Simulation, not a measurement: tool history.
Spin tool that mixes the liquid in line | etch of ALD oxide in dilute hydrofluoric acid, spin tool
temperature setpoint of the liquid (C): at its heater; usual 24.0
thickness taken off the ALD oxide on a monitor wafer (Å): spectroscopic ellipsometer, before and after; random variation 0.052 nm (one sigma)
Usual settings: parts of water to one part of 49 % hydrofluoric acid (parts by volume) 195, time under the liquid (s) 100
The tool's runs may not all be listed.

run	hour	temperature setpoint of the liquid (C)	parts of water to one part of 49 % hydrofluoric acid (parts by volume)	time under the liquid (s)	read-back film thickness of the ALD oxide reference wafer, read on the same gauge (nm)	thickness taken off the ALD oxide on a monitor wafer (Å)
1	0.0	24.0	230	100	99.98	72.3
2	9.3	24.0	195	100	100.01	88.8
3	22.1	24.0	195	100	100.01	88.8
4	37.0	24.0	250	100	100.02	65.9
5	53.2	24.0	195	100	99.99	89.5
6	70.5	24.0	195	80	99.98	71.7
7	77.3	24.0	195	100	100.00	89.7
8	91.3	24.0	195	100	100.01	89.5
9	108.0	24.0	195	100	99.99	90.2
10	115.4	24.0	195	100	100.00	90.7
# hour 134.3: gauge calibrated
11	141.6	24.0	195	100	100.00	91.3
12	149.5	25.5	220	100	99.99	82.8
13	157.2	27.5	225	125	99.99	107.5
14	166.9	24.0	195	100	99.99	90.9
# hour 169.9: thermometer replaced
15	183.4	24.0	235	40	99.99	27.3
16	192.5	21.0	270	115	99.98	60.2
17	199.6	24.0	195	50	99.98	42.0
18	209.0	24.0	195	100	99.99	85.9
19	220.9	25.5	195	55	100.03	49.9
20	235.4	27.0	240	100	99.98	74.3
# hour 245.2: hydrofluoric acid flow meter replaced
21	246.4	19.5	195	145	99.99	95.3
22	255.6	26.0	195	100	100.00	84.6
23	263.3	27.5	130	145	99.98	210.4
24	280.1	24.0	195	100	100.00	78.0
25	290.2	24.0	195	100	99.99	78.4
26	296.5	24.0	105	135	100.02	215.8
27	312.6	24.0	195	100	100.00	79.6
28	319.0	24.0	270	130	99.99	69.1
29	336.5	24.0	230	75	100.02	48.2
30	346.0	20.5	285	100	100.02	43.7
31	362.3	28.5	195	100	100.01	93.4
32	389.8	24.0	195	100	100.00	81.2
33	404.3	24.0	195	100	100.00	80.5
34	412.7	24.0	195	100	100.02	79.1
35	427.3	21.5	195	100	100.02	73.5

Hidden state or all else? Some run-to-run changes of thickness taken off the ALD oxide on a monitor wafer (Å), split into what the settings, what came in and random variation would give without the hidden state, and what is left for the hidden state (with any gauge scatter that isn't in both results):
The hidden state here: liquid hotter than its thermometer reads (K); hydrofluoric acid flow above the setpoint (%); gauge reads high (%).
Run 14 -> 15: parts of water to one part of 49 % hydrofluoric acid (parts by volume) 195 -> 235, time under the liquid (s) 100 -> 40, thermometer replaced. thickness taken off the ALD oxide on a monitor wafer (Å) -63.6: hidden state -12.3, all else -51.3.
Run 20 -> 21: temperature setpoint of the liquid (C) 27.0 -> 19.5, parts of water to one part of 49 % hydrofluoric acid (parts by volume) 240 -> 195, time under the liquid (s) 100 -> 145, hydrofluoric acid flow meter replaced. thickness taken off the ALD oxide on a monitor wafer (Å) +21.0: hidden state -6.2, all else +27.2.
Run 23 -> 24: temperature setpoint of the liquid (C) 27.5 -> 24.0, parts of water to one part of 49 % hydrofluoric acid (parts by volume) 130 -> 195, time under the liquid (s) 145 -> 100. thickness taken off the ALD oxide on a monitor wafer (Å) -132.4: hidden state -4.2, all else -128.2.
Run 25 -> 26: parts of water to one part of 49 % hydrofluoric acid (parts by volume) 195 -> 105, time under the liquid (s) 100 -> 135. thickness taken off the ALD oxide on a monitor wafer (Å) +137.4: hidden state +5.8, all else +131.6.
Run 26 -> 27: parts of water to one part of 49 % hydrofluoric acid (parts by volume) 105 -> 195, time under the liquid (s) 135 -> 100. thickness taken off the ALD oxide on a monitor wafer (Å) -136.2: hidden state -5.5, all else -130.7.
